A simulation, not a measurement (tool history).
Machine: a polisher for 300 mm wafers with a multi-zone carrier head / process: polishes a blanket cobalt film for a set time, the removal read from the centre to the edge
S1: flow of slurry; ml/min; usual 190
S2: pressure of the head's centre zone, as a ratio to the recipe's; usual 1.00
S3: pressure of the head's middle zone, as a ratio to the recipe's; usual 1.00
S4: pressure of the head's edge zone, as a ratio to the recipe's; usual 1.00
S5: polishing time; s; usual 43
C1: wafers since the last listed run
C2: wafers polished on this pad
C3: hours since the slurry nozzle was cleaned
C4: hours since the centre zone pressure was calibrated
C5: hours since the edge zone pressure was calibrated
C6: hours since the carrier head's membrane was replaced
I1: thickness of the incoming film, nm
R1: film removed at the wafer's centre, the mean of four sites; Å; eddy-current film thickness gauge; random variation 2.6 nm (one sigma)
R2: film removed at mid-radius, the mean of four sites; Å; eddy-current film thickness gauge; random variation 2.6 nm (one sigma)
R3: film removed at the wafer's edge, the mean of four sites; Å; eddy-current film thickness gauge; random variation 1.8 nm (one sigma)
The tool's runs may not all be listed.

{"run": 1, "day": 0.0, "S1": 190, "S2": 1.0, "S3": 1.0, "S4": 0.93, "S5": 43, "C1": 0, "C2": 295, "C3": 307.5, "C4": 558.3, "C5": 867.4, "C6": 120.8, "I1": 1434.0, "R1": 1838, "R2": 1974, "R3": 1902}
{"day": 2.467, "done": "slurry nozzle cleaned"}
{"run": 2, "day": 7.154, "S1": 190, "S2": 1.0, "S3": 1.0, "S4": 1.0, "S5": 43, "C1": 1925, "C2": 2220, "C3": 112.5, "C4": 730.0, "C5": 1039.1, "C6": 292.5, "I1": 1426.7, "R1": 1967, "R2": 2050, "R3": 2058}
{"run": 3, "day": 8.562, "S1": 190, "S2": 1.0, "S3": 1.0, "S4": 1.0, "S5": 43, "C1": 381, "C2": 2601, "C3": 146.3, "C4": 763.8, "C5": 1072.9, "C6": 326.3, "I1": 1437.6, "R1": 1900, "R2": 1996, "R3": 2011}
{"run": 4, "day": 9.967, "S1": 190, "S2": 1.0, "S3": 1.0, "S4": 1.0, "S5": 43, "C1": 380, "C2": 2981, "C3": 180.0, "C4": 797.5, "C5": 1106.6, "C6": 360.0, "I1": 1413.0, "R1": 1937, "R2": 1982, "R3": 1995}
{"day": 10.371, "done": "worn pad replaced by a new one"}
{"day": 12.1, "done": "edge zone pressure recalibrated"}
{"run": 5, "day": 12.529, "S1": 190, "S2": 1.0, "S3": 1.0, "S4": 1.0, "S5": 43, "C1": 625, "C2": 561, "C3": 241.5, "C4": 859.0, "C5": 10.3, "C6": 421.5, "I1": 1410.9, "R1": 1909, "R2": 1930, "R3": 1979}
{"day": 13.896, "done": "carrier head's membrane replaced by a new one"}
{"run": 6, "day": 14.404, "S1": 190, "S2": 1.0, "S3": 1.0, "S4": 1.0, "S5": 43, "C1": 451, "C2": 1012, "C3": 286.5, "C4": 904.0, "C5": 55.3, "C6": 12.2, "I1": 1398.3, "R1": 1873, "R2": 1975, "R3": 1983}
{"run": 7, "day": 15.567, "S1": 190, "S2": 1.0, "S3": 1.0, "S4": 1.0, "S5": 43, "C1": 314, "C2": 1327, "C3": 314.4, "C4": 931.9, "C5": 83.2, "C6": 40.1, "I1": 1423.3, "R1": 1877, "R2": 1970, "R3": 1975}
{"day": 16.358, "done": "centre zone pressure recalibrated"}
{"day": 17.142, "done": "slurry nozzle cleaned"}
{"run": 8, "day": 17.479, "S1": 190, "S2": 1.0, "S3": 1.0, "S4": 1.0, "S5": 43, "C1": 483, "C2": 1811, "C3": 8.1, "C4": 26.9, "C5": 129.1, "C6": 86.0, "I1": 1429.4, "R1": 2061, "R2": 2127, "R3": 2127}
{"run": 9, "day": 18.521, "S1": 190, "S2": 1.08, "S3": 1.0, "S4": 1.07, "S5": 43, "C1": 281, "C2": 2093, "C3": 33.1, "C4": 51.9, "C5": 154.1, "C6": 111.0, "I1": 1426.9, "R1": 2191, "R2": 2116, "R3": 2179}
{"day": 21.229, "done": "worn pad replaced by a new one"}
{"run": 10, "day": 21.304, "S1": 190, "S2": 1.0, "S3": 1.0, "S4": 1.0, "S5": 43, "C1": 708, "C2": 19, "C3": 99.9, "C4": 118.7, "C5": 220.9, "C6": 177.8, "I1": 1406.1, "R1": 1929, "R2": 2023, "R3": 2059}
{"run": 11, "day": 23.667, "S1": 250, "S2": 0.88, "S3": 1.0, "S4": 1.0, "S5": 52, "C1": 639, "C2": 659, "C3": 156.6, "C4": 175.4, "C5": 277.6, "C6": 234.5, "I1": 1398.3, "R1": 2141, "R2": 2482, "R3": 2544}
{"run": 12, "day": 26.254, "S1": 190, "S2": 1.0, "S3": 1.0, "S4": 1.0, "S5": 43, "C1": 700, "C2": 1359, "C3": 218.7, "C4": 237.5, "C5": 339.7, "C6": 296.6, "I1": 1419.6, "R1": 1906, "R2": 1963, "R3": 2007}
{"run": 13, "day": 27.325, "S1": 190, "S2": 0.96, "S3": 1.0, "S4": 1.0, "S5": 43, "C1": 289, "C2": 1649, "C3": 244.4, "C4": 263.2, "C5": 365.4, "C6": 322.3, "I1": 1424.8, "R1": 1807, "R2": 1986, "R3": 1959}
{"run": 14, "day": 30.15, "S1": 190, "S2": 1.0, "S3": 0.9, "S4": 1.0, "S5": 43, "C1": 764, "C2": 2414, "C3": 312.2, "C4": 331.0, "C5": 433.2, "C6": 390.1, "I1": 1431.5, "R1": 1879, "R2": 1818, "R3": 2024}
{"day": 30.338, "done": "slurry nozzle cleaned"}
{"run": 15, "day": 31.3, "S1": 190, "S2": 1.0, "S3": 0.92, "S4": 1.0, "S5": 54, "C1": 299, "C2": 2714, "C3": 23.1, "C4": 358.6, "C5": 460.8, "C6": 417.7, "I1": 1412.9, "R1": 2529, "R2": 2540, "R3": 2621}
{"day": 32.296, "done": "worn pad replaced by a new one"}
{"run": 16, "day": 32.383, "S1": 190, "S2": 1.0, "S3": 1.0, "S4": 1.0, "S5": 43, "C1": 248, "C2": 23, "C3": 49.1, "C4": 384.6, "C5": 486.8, "C6": 443.7, "I1": 1440.2, "R1": 2025, "R2": 2066, "R3": 2090}
{"run": 17, "day": 34.583, "S1": 190, "S2": 1.0, "S3": 1.0, "S4": 1.0, "S5": 35, "C1": 595, "C2": 619, "C3": 101.9, "C4": 437.4, "C5": 539.6, "C6": 496.5, "I1": 1426.5, "R1": 1619, "R2": 1634, "R3": 1672}

Forecast run 18:
{"day": 36.842, "done": "carrier head's membrane replaced by a new one"}
{"run": 18, "day": 37.346, "S1": 190, "S2": 1.0, "S3": 1.0, "S4": 1.0, "S5": 43, "C1": 691, "C2": 1310, "C3": 168.2, "C4": 503.7, "C5": 605.9, "C6": 12.1, "I1": 1403.2, "R1": "?", "R2": "?", "R3": "?"}

{"run 18": {"R1": 1973, "R2": 2034, "R3": 2024}}
Were there no unlogged condition in the tool, this run, its random variation unchanged, would have produced R1 2126 Å, R2 2173 Å, R3 2123 Å.
